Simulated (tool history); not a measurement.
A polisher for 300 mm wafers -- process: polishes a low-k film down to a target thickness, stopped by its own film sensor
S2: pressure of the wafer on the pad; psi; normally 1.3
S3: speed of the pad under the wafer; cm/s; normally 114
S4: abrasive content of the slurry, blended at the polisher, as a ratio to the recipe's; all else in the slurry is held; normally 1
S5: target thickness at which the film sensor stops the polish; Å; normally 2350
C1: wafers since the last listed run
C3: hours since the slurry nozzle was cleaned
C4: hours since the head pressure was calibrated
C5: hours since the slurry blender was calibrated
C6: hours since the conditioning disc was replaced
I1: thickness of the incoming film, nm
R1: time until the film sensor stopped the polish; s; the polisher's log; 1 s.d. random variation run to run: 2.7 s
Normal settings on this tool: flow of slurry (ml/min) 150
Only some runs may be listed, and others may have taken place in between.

Run 1, day 0: usual settings; C1 0; wafers polished on this pad 763; C3 560.3; C4 1099.3; C5 61.8; C6 38.9; I1 282.6. Result: R1 182.7 s.
At day 0.479: worn pad replaced by a new one.
Run 2, day 0.525: usual settings but flow of slurry (ml/min) 190, S2 1 psi, S3 134 cm/s, S4 0.85; C1 40; wafers polished on this pad 5; C3 572.9; C4 1111.9; C5 74.4; C6 51.5; I1 276.6. Result: R1 204.1 s.
Run 3, day 1.012: usual settings but S3 74 cm/s; C1 54; wafers polished on this pad 60; C3 584.6; C4 1123.6; C5 86.1; C6 63.2; I1 281.9. Result: R1 241.5 s.
Run 4, day 1.433: usual settings but S3 146 cm/s, S4 0.85, S5 2480 Å; C1 47; wafers polished on this pad 107; C3 594.7; C4 1133.7; C5 96.2; C6 73.3; I1 278.5. Result: R1 109.9 s.
At day 1.608: slurry nozzle cleaned.
Run 5, day 1.854: usual settings but flow of slurry (ml/min) 135; C1 42; wafers polished on this pad 150; C3 5.9; C4 1143.8; C5 106.3; C6 83.4; I1 276. Result: R1 157.1 s.
Run 6, day 2.262: usual settings but flow of slurry (ml/min) 105, S2 1.7 psi, S4 0.85, S5 2420 Å; C1 46; wafers polished on this pad 196; C3 15.7; C4 1153.6; C5 116.1; C6 93.2; I1 278.8. Result: R1 131.7 s.
Run 7, day 2.783: usual settings; C1 58; wafers polished on this pad 254; C3 28.2; C4 1166.1; C5 128.6; C6 105.7; I1 275.4. Result: R1 151.7 s.
Run 8, day 3.058: usual settings; C1 30; wafers polished on this pad 285; C3 34.8; C4 1172.7; C5 135.2; C6 112.3; I1 280. Result: R1 173.9 s.
At day 3.738: slurry blender recalibrated.
Run 9, day 3.75: usual settings but flow of slurry (ml/min) 180, S5 2440 Å; C1 68; wafers polished on this pad 354; C3 51.4; C4 1189.3; C5 0.3; C6 128.9; I1 279. Result: R1 130.6 s.
At day 4.133: head pressure recalibrated.
Run 10, day 4.154: usual settings but flow of slurry (ml/min) 195; C1 36; wafers polished on this pad 390; C3 61.1; C4 0.5; C5 10; C6 138.6; I1 280.3. Result: R1 171.2 s.
Run 11, day 4.779: usual settings but S3 126 cm/s; C1 70; wafers polished on this pad 461; C3 76.1; C4 15.5; C5 25; C6 153.6; I1 275.8. Result: R1 147.1 s.
Run 12, day 5.138: usual settings but S4 0.8, S5 2410 Å; C1 40; wafers polished on this pad 501; C3 84.7; C4 24.1; C5 33.6; C6 162.2; I1 279.3. Result: R1 182.1 s.
Run 13, day 5.875: usual settings but flow of slurry (ml/min) 125, S3 152 cm/s, S5 2200 Å; C1 83; wafers polished on this pad 584; C3 102.4; C4 41.8; C5 51.3; C6 179.9; I1 278.7. Result: R1 196.4 s.
Run 14, day 6.279: usual settings but flow of slurry (ml/min) 180, S3 150 cm/s; C1 45; wafers polished on this pad 630; C3 112.1; C4 51.5; C5 61; C6 189.6; I1 285.7. Result: R1 163.7 s.
Run 15, day 6.642: usual settings; C1 40; wafers polished on this pad 670; C3 120.8; C4 60.2; C5 69.7; C6 198.3; I1 281.7. Result: R1 183.2 s.
Run 16, day 6.938: usual settings; C1 33; wafers polished on this pad 704; C3 127.9; C4 67.3; C5 76.8; C6 205.4; I1 282. Result: R1 184 s.
Run 17, day 7.283: usual settings but flow of slurry (ml/min) 190, S4 1.2, S5 2490 Å; C1 38; wafers polished on this pad 743; C3 136.2; C4 75.6; C5 85.1; C6 213.7; I1 279.6. Result: R1 103.2 s.
At day 7.692: worn pad replaced by a new one.
Run 18, day 7.712: usual settings; C1 29; wafers polished on this pad 2; C3 146.5; C4 85.9; C5 95.4; C6 224; I1 280.1. Result: R1 182.6 s.
Run 19, day 8.2: usual settings but S5 2510 Å; C1 54; wafers polished on this pad 57; C3 158.2; C4 97.6; C5 107.1; C6 235.7; I1 277.5. Result: R1 105.3 s.
Run 20, day 8.558: usual settings but flow of slurry (ml/min) 120; C1 40; wafers polished on this pad 97; C3 166.8; C4 106.2; C5 115.7; C6 244.3; I1 279. Result: R1 184.2 s.
Run 21, day 8.829: usual settings but S2 1.7 psi, S3 84 cm/s, S4 0.85; C1 30; wafers polished on this pad 128; C3 173.3; C4 112.7; C5 122.2; C6 250.8; I1 285. Result: R1 234.3 s.
Run 22, day 9.492: usual settings but S3 136 cm/s, S5 2470 Å; C1 74; wafers polished on this pad 202; C3 189.2; C4 128.6; C5 138.1; C6 266.7; I1 279.1. Result: R1 119.5 s.
Run 23, day 9.929: usual settings but S3 146 cm/s, S5 2250 Å; C1 49; wafers polished on this pad 251; C3 199.7; C4 139.1; C5 148.6; C6 277.2; I1 275.9. Result: R1 178.5 s.
Run 24, day 10.508: usual settings but S2 1.7 psi; C1 65; wafers polished on this pad 317; C3 213.6; C4 153; C5 162.5; C6 291.1; I1 278.7. Result: R1 147.4 s.
At day 10.958: slurry blender recalibrated.
Run 25, day 11.233: usual settings but S5 2300 Å; C1 72; wafers polished on this pad 389; C3 231; C4 170.4; C5 6.6; C6 308.5; I1 285.3. Result: R1 240.8 s.

Each row is a separate what-if for the run after 25, all from the same tool condition, not one after another. Results?
Run A, day 11.254: usual settings; C1 2; wafers polished on this pad 391; C3 231.5; C4 170.9; C5 7.1; C6 309; I1 284.1. Result: R1 ?.
Run B, day 11.254: usual settings but flow of slurry (ml/min) 115, S2 1.5 psi, S3 132 cm/s, S5 2410 Å; C1 2; wafers polished on this pad 391; C3 231.5; C4 170.9; C5 7.1; C6 309; I1 284.1. Result: R1 ?.
Run C, day 11.254: usual settings but S3 146 cm/s, S5 2410 Å; C1 2; wafers polished on this pad 391; C3 231.5; C4 170.9; C5 7.1; C6 309; I1 284.1. Result: R1 ?.
Run D, day 11.254: usual settings but S4 0.9, S5 2510 Å; C1 2; wafers polished on this pad 391; C3 231.5; C4 170.9; C5 7.1; C6 309; I1 284.1. Result: R1 ?.
Run E, day 11.254: usual settings but S3 98 cm/s; C1 2; wafers polished on this pad 391; C3 231.5; C4 170.9; C5 7.1; C6 309; I1 284.1. Result: R1 ?.

run     R1
  A  209.1
  B  153.5
  C    157
  D  153.6
  E  230.2
Without the tool's unlogged condition, the same runs would have read:
run     R1
  A  177.3
  B  125.6
  C  129.3
  D  130.3
  E  198.4
